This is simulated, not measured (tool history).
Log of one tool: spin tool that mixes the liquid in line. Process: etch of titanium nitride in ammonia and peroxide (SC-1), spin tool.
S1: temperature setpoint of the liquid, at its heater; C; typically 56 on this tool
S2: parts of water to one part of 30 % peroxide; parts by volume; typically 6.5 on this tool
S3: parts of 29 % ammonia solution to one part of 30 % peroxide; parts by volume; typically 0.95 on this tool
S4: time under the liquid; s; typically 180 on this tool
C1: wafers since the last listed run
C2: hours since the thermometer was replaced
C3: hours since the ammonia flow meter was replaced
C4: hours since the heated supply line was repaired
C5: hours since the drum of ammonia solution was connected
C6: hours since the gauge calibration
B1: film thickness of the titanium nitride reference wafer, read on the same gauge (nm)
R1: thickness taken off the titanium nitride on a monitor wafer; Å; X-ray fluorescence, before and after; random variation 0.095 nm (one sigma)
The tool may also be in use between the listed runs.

| run | hour | S1 | S2 | S3 | S4 | C1 | C2 | C3 | C4 | C5 | C6 | B1 | R1 |
|---|---|---|---|---|---|---|---|---|---|---|---|---|---|
| 1 | 0 | 56 | 6.5 | 0.95 | 180 | 0 | 47.6 | 52.9 | 59.8 | 17.5 | 173.7 | 40 | 124.4 |
| 2 | 16 | 56 | 6.5 | 0.95 | 180 | 112 | 63.6 | 68.9 | 75.8 | 33.5 | 189.7 | 40.01 | 124.1 |
| 3 | 32.1 | 56 | 6.5 | 0.95 | 180 | 112 | 79.7 | 85 | 91.9 | 49.6 | 205.8 | 39.97 | 124.4 |
| 4 | 46.5 | 51 | 8 | 0.55 | 85 | 100 | 94.1 | 99.4 | 106.3 | 64 | 220.2 | 39.97 | 35.1 |
| 5 | 61 | 51.5 | 6.5 | 0.95 | 180 | 101 | 108.6 | 113.9 | 120.8 | 78.5 | 234.7 | 40.04 | 91.2 |
| 6 | 67 | 63.5 | 7.5 | 0.6 | 180 | 42 | 114.6 | 119.9 | 126.8 | 84.5 | 240.7 | 40 | 176.1 |
| 7 | 76.5 | 56 | 5 | 1.1 | 180 | 66 | 124.1 | 129.4 | 136.3 | 94 | 250.2 | 40 | 142.9 |
| 8 | 91.3 | 49.5 | 6.5 | 0.95 | 250 | 103 | 138.9 | 144.2 | 151.1 | 108.8 | 265 | 40.01 | 111.6 |
| 9 | 105.6 | 56 | 5 | 0.95 | 75 | 100 | 153.2 | 158.5 | 165.4 | 123.1 | 279.3 | 40.02 | 58.4 |
| 10 | 123.3 | 56 | 6.5 | 0.7 | 180 | 124 | 170.9 | 176.2 | 183.1 | 140.8 | 297 | 39.99 | 121 |
| 11 | 141.9 | 47 | 8 | 0.55 | 180 | 130 | 189.5 | 194.8 | 201.7 | 159.4 | 315.6 | 40 | 56.2 |
| 12 | 158.4 | 56 | 6.5 | 0.95 | 180 | 115 | 206 | 211.3 | 218.2 | 175.9 | 332.1 | 39.96 | 124.3 |
|  | 178.4 | gauge calibrated |
| 13 | 212.3 | 50 | 8 | 0.95 | 275 | 377 | 259.9 | 265.2 | 272.1 | 229.8 | 33.9 | 39.98 | 114.2 |
| 14 | 224.4 | 52.5 | 8.5 | 0.65 | 110 | 84 | 272 | 277.3 | 284.2 | 241.9 | 46 | 39.98 | 49.7 |
| 15 | 232 | 65.5 | 6.5 | 0.85 | 280 | 53 | 279.6 | 284.9 | 291.8 | 249.5 | 53.6 | 39.97 | 356.4 |
| 16 | 248.5 | 56 | 6.5 | 0.95 | 285 | 115 | 296.1 | 301.4 | 308.3 | 266 | 70.1 | 39.94 | 198 |
| 17 | 259.3 | 64.5 | 5 | 0.8 | 180 | 75 | 306.9 | 312.2 | 319.1 | 276.8 | 80.9 | 40.03 | 238.8 |
| 18 | 266 | 56 | 6.5 | 0.95 | 180 | 46 | 313.6 | 318.9 | 325.8 | 283.5 | 87.6 | 39.95 | 124.6 |
| 19 | 280.3 | 63 | 9.5 | 0.95 | 140 | 100 | 327.9 | 333.2 | 340.1 | 297.8 | 101.9 | 39.98 | 127.8 |
| 20 | 297.5 | 56 | 6.5 | 0.55 | 250 | 120 | 345.1 | 350.4 | 357.3 | 315 | 119.1 | 40.01 | 160 |
| 21 | 314 | 56 | 6.5 | 0.7 | 180 | 115 | 361.6 | 366.9 | 373.8 | 331.5 | 135.6 | 40 | 119.5 |
| 22 | 323.5 | 63.5 | 6.5 | 1.15 | 220 | 66 | 371.1 | 376.4 | 383.3 | 341 | 145.1 | 40 | 260.8 |
| 23 | 336 | 56 | 6.5 | 0.8 | 180 | 87 | 383.6 | 388.9 | 395.8 | 353.5 | 157.6 | 40.03 | 120.8 |
| 24 | 344.2 | 56 | 6.5 | 0.95 | 180 | 57 | 391.8 | 397.1 | 404 | 361.7 | 165.8 | 40.01 | 127.1 |

Below are 4 alternative next runs, each starting from the tool's condition after run 24. Predict each:
| A | 344.7 | 56 | 6.5 | 0.95 | 180 | 3 | 392.3 | 397.6 | 404.5 | 362.2 | 166.3 | ? | ? |
| B | 344.7 | 56 | 6.5 | 1.2 | 280 | 3 | 392.3 | 397.6 | 404.5 | 362.2 | 166.3 | ? | ? |
| C | 344.7 | 56 | 9 | 0.95 | 235 | 3 | 392.3 | 397.6 | 404.5 | 362.2 | 166.3 | ? | ? |
| D | 344.7 | 46.5 | 8.5 | 0.55 | 265 | 3 | 392.3 | 397.6 | 404.5 | 362.2 | 166.3 | ? | ? |

| run | B1 | R1 |
|---|---|---|
| A | 39.97 | 123.7 |
| B | 39.97 | 198.2 |
| C | 39.97 | 138.3 |
| D | 39.97 | 76.3 |
With no hidden state in the tool, these same runs would have given:
| run | R1 |
|---|---|
| A | 123.7 |
| B | 198.2 |
| C | 138.3 |
| D | 76.3 |
